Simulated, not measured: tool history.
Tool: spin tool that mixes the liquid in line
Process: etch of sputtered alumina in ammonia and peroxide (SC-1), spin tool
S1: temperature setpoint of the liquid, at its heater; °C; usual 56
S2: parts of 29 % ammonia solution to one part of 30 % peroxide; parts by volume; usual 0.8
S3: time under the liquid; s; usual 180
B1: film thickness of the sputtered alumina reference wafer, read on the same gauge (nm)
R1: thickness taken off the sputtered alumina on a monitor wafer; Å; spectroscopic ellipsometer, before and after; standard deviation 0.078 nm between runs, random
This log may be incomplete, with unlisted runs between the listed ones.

Run 1, day 0: usual settings but S2 0.6 parts by volume; B1 120. Result: R1 177.8 Å.
Run 2, day 1.167: usual settings but S2 0.6 parts by volume; B1 119.98. Result: R1 178.4 Å.
Run 3, day 2.088: usual settings but S2 1.1 parts by volume; B1 120.01. Result: R1 188.9 Å.
Run 4, day 2.954: usual settings but S2 1.1 parts by volume; B1 119.98. Result: R1 189.6 Å.
Run 5, day 4.142: usual settings but S3 80 s; B1 120.01. Result: R1 81.1 Å.
At day 4.996: ammonia flow meter replaced.
Run 6, day 5.654: usual settings; B1 119.99. Result: R1 182.6 Å.
Run 7, day 6.379: usual settings but S1 49 °C; B1 120.01. Result: R1 125.6 Å.
Run 8, day 7.479: usual settings; B1 120.02. Result: R1 182.4 Å.
Run 9, day 8.679: usual settings but S2 1.15 parts by volume; B1 119.99. Result: R1 188.7 Å.
Run 10, day 9.662: usual settings but S1 50 °C; B1 119.99. Result: R1 132 Å.
Run 11, day 10.238: usual settings but S1 64.5 °C, S2 1.15 parts by volume; B1 120.01. Result: R1 292.8 Å.
At day 11.388: heated supply line repaired.
Run 12, day 11.412: usual settings; B1 120. Result: R1 196.9 Å.
At day 11.704: thermometer replaced.
Run 13, day 12.371: usual settings but S3 145 s; B1 120.02. Result: R1 148.5 Å.
Run 14, day 13.821: usual settings but S2 0.65 parts by volume, S3 240 s; B1 120. Result: R1 242.1 Å.
At day 14.454: new drum of ammonia solution connected.
Run 15, day 14.55: usual settings but S1 62.5 °C, S2 0.95 parts by volume; B1 119.99. Result: R1 260.6 Å.

What does the tool deliver on the next run?
Run 16, day 16.946: usual settings but S2 0.5 parts by volume; B1 ?. Result: R1 ?.

B1: 119.98
R1: 174.1 Å
If the tool had no hidden condition, the same run with the same run-to-run variation would have returned R1 174 Å.
